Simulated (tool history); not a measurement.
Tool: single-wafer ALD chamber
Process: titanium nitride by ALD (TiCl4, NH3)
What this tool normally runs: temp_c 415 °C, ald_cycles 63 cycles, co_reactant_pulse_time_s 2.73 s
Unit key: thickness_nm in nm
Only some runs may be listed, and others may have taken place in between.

run,hour,temp_c,ald_cycles,co_reactant_pulse_time_s,wafers since the last listed run,hours since the last thermocouple change,hours since the showerhead was replaced,hours since the gauge calibration,"read-back reference wafer on the same gauge, thickness_nm",thickness_nm
1,0,425,63,2.73,0,1949,3449.6,240.1,1.144,1.404
2,21.5,415,66,2.73,61,1970.5,3471.1,261.6,1.144,1.463
3,46.6,415,73,3.01,72,1995.6,3496.2,286.7,1.141,1.624
4,70,415,73,3.01,67,2019,3519.6,310.1,1.141,1.624
5,94.4,415,63,2.73,70,2043.4,3544,334.5,1.141,1.399
6,115.6,415,63,2.73,61,2064.6,3565.2,355.7,1.14,1.394
7,135.9,415,63,2.73,58,2084.9,3585.5,376,1.139,1.396
8,167.2,415,68,2.73,90,2116.2,3616.8,407.3,1.139,1.509
9,181.5,415,59,2.31,41,2130.5,3631.1,421.6,1.138,1.3
10,207.1,415,59,2.31,73,2156.1,3656.7,447.2,1.136,1.3
11,236.3,415,59,2.31,84,2185.3,3685.9,476.4,1.136,1.302
12,264.4,415,63,2.73,80,2213.4,3714,504.5,1.136,1.393
13,295.6,415,63,2.73,89,2244.6,3745.2,535.7,1.134,1.391
14,324,415,63,2.73,81,2273,3773.6,564.1,1.133,1.396
# hour 355.5: thermocouple changed; heater temperature recalibrated
15,356,415,63,2.18,69,0.5,3805.6,596.1,1.133,1.381
16,364.8,415,63,2.18,25,9.3,3814.4,604.9,1.132,1.382
17,380.5,415,63,2.18,45,25,3830.1,620.6,1.131,1.379
# hour 381.8: gauge calibrated
18,409,415,63,2.73,82,53.5,3858.6,27.2,1.145,1.407
19,422.8,415,63,2.73,39,67.3,3872.4,41,1.146,1.407
# hour 491.9: showerhead replaced
20,492.4,408,72,3.11,177,136.9,0.5,110.6,1.144,1.602
21,504.3,415,63,2.73,34,148.8,12.4,122.5,1.142,1.398
22,530.2,415,70,2.73,74,174.7,38.3,148.4,1.142,1.559
23,543.1,427,67,2.17,37,187.6,51.2,161.3,1.141,1.487
24,555.8,410,52,2.73,36,200.3,63.9,174,1.141,1.155
25,589.1,409,72,1.86,95,233.6,97.2,207.3,1.139,1.591
26,607.1,428,63,3.25,51,251.6,115.2,225.3,1.138,1.409
27,622.4,408,57,3.24,44,266.9,130.5,240.6,1.139,1.269
28,653,415,63,2.73,88,297.5,161.1,271.2,1.137,1.399
29,685.3,428,70,1.76,92,329.8,193.4,303.5,1.137,1.54
30,781.8,415,72,2.73,277,426.3,289.9,400,1.134,1.593
31,809.7,415,63,2.24,80,454.2,317.8,427.9,1.133,1.38
32,844.5,429,68,2.06,100,489,352.6,462.7,1.131,1.49
33,871.6,419,56,2.73,77,516.1,379.7,489.8,1.131,1.234
34,886.8,415,63,2.73,43,531.3,394.9,505,1.13,1.387
35,904.4,415,63,2.73,50,548.9,412.5,522.6,1.129,1.387
36,929.8,415,63,2.73,73,574.3,437.9,548,1.128,1.382
37,948,415,63,2.24,52,592.5,456.1,566.2,1.128,1.382
38,980.7,406,63,2.73,94,625.2,488.8,598.9,1.125,1.38
# hour 1002.1: gauge calibrated
39,1014.1,401,66,3.44,96,658.6,522.2,12,1.15,1.482

What differs in the tool's unlogged condition from the final listed run ahead of each entry between runs to the first listed run following it?
From run 14 to run 15: thermocouple changed; heater temperature recalibrated (hour 355.5)
  gauge reads high (%): -1.49 -> -1.59
  the result without the hidden state subtracted from the measured one, thickness_nm: -0.021 -> -0.023 nm
From run 17 to run 18: gauge calibrated (hour 381.8)
  gauge reads high (%): -1.66 -> -0.327
  the result without the hidden state subtracted from the measured one, thickness_nm: -0.024 -> -0.005 nm
From run 19 to run 20: showerhead replaced (hour 491.9)
  gauge reads high (%): -0.368 -> -0.575
  the result without the hidden state subtracted from the measured one, thickness_nm: -0.005 -> -0.009 nm
From run 38 to run 39: gauge calibrated (hour 1002.1)
  gauge reads high (%): -2.03 -> 0.0775
  the result without the hidden state subtracted from the measured one, thickness_nm: -0.029 -> +0.001 nm

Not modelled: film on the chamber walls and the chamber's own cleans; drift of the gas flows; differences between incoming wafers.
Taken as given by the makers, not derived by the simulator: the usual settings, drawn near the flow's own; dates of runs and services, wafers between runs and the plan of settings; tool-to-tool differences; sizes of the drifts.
